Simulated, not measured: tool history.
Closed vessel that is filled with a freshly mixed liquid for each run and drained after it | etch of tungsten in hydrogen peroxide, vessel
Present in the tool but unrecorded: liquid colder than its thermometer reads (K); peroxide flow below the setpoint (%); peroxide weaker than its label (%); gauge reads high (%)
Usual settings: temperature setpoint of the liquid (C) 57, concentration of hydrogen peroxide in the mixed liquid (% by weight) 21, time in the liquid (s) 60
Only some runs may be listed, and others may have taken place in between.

run,hour,temperature setpoint of the liquid (C),concentration of hydrogen peroxide in the mixed liquid (% by weight),time in the liquid (s),wafers since the last listed run,hours since the thermometer was replaced,hours since the peroxide flow meter was replaced,hours since the drum of peroxide was connected,hours since the gauge calibration,"read-back film thickness of the tungsten reference wafer, read on the same gauge (nm)",thickness taken off the tungsten on a monitor wafer (angstrom)
1,0,51.5,19.5,60,0,518.5,1168.7,438.5,259.7,39.97,1777.8
2,22.7,51.5,19.5,60,1542,541.2,1191.4,461.2,282.4,39.99,1768.4
3,38.5,57,21,60,1073,557,1207.2,477,298.2,40.01,2549.1
4,70,57,21,60,2140,588.5,1238.7,508.5,329.7,39.99,2510.6
5,83.2,57,21,60,897,601.7,1251.9,521.7,342.9,40,2542.3
6,106,57,25,60,1549,624.5,1274.7,544.5,365.7,39.99,2778.3
7,124.3,57,21,60,1243,642.8,1293,562.8,384,40.02,2545.8
8,143,57,21,60,1270,661.5,1311.7,581.5,402.7,40.01,2543
9,155.3,57,21,60,836,673.8,1324,593.8,415,40,2536.8
# hour 180.3: thermometer replaced
10,180.8,57,22.5,60,1665,0.5,1349.5,619.3,440.5,40,2634.9
11,198.7,57,22.5,60,1216,18.4,1367.4,637.2,458.4,40,2626.8
12,227.4,57,21,60,1950,47.1,1396.1,665.9,487.1,40.02,2558.5
# hour 232.9: gauge calibrated
# hour 242.1: peroxide flow meter replaced
13,257,57,27,70,1943,76.7,14.9,695.5,24.1,39.99,3358.1
14,272.6,61,21,60,1060,92.3,30.5,711.1,39.7,40,3198.2
15,296.8,53.5,21,60,1644,116.5,54.7,735.3,63.9,40,2061.9
# hour 320.9: new drum of peroxide connected
16,329.9,57,27.5,45,2181,149.6,87.8,9,97,40.01,2152.2
17,355.4,64,24,85,1733,175.1,113.3,34.5,122.5,40,5724.2
18,374.1,53.5,21,60,1270,193.8,132,53.2,141.2,40,2056.1
19,391.2,57,21,60,1162,210.9,149.1,70.3,158.3,40.02,2572.3
20,414.3,57,25,45,1570,234,172.2,93.4,181.4,40,2061.9
21,438.6,62.5,21,90,1651,258.3,196.5,117.7,205.7,40.02,5276.4
22,465.5,51.5,21,60,1828,285.2,223.4,144.6,232.6,39.98,1827.5

Alternative continuations, all from the tool just after run 22; predict every row:
A,466.2,57,21,45,47,285.9,224.1,145.3,233.3,?,?
B,466.2,64,21,60,47,285.9,224.1,145.3,233.3,?,?
C,466.2,49.5,15.5,60,47,285.9,224.1,145.3,233.3,?,?

run,"read-back film thickness of the tungsten reference wafer, read on the same gauge (nm)",thickness taken off the tungsten on a monitor wafer (angstrom)
A,39.98,1900.3
B,39.98,3785
C,39.98,1388.8
The same runs, with their run-to-run variation unchanged, on a tool lacking any hidden condition would have given:
run,thickness taken off the tungsten on a monitor wafer (angstrom)
A,1900.3
B,3785
C,1388.8

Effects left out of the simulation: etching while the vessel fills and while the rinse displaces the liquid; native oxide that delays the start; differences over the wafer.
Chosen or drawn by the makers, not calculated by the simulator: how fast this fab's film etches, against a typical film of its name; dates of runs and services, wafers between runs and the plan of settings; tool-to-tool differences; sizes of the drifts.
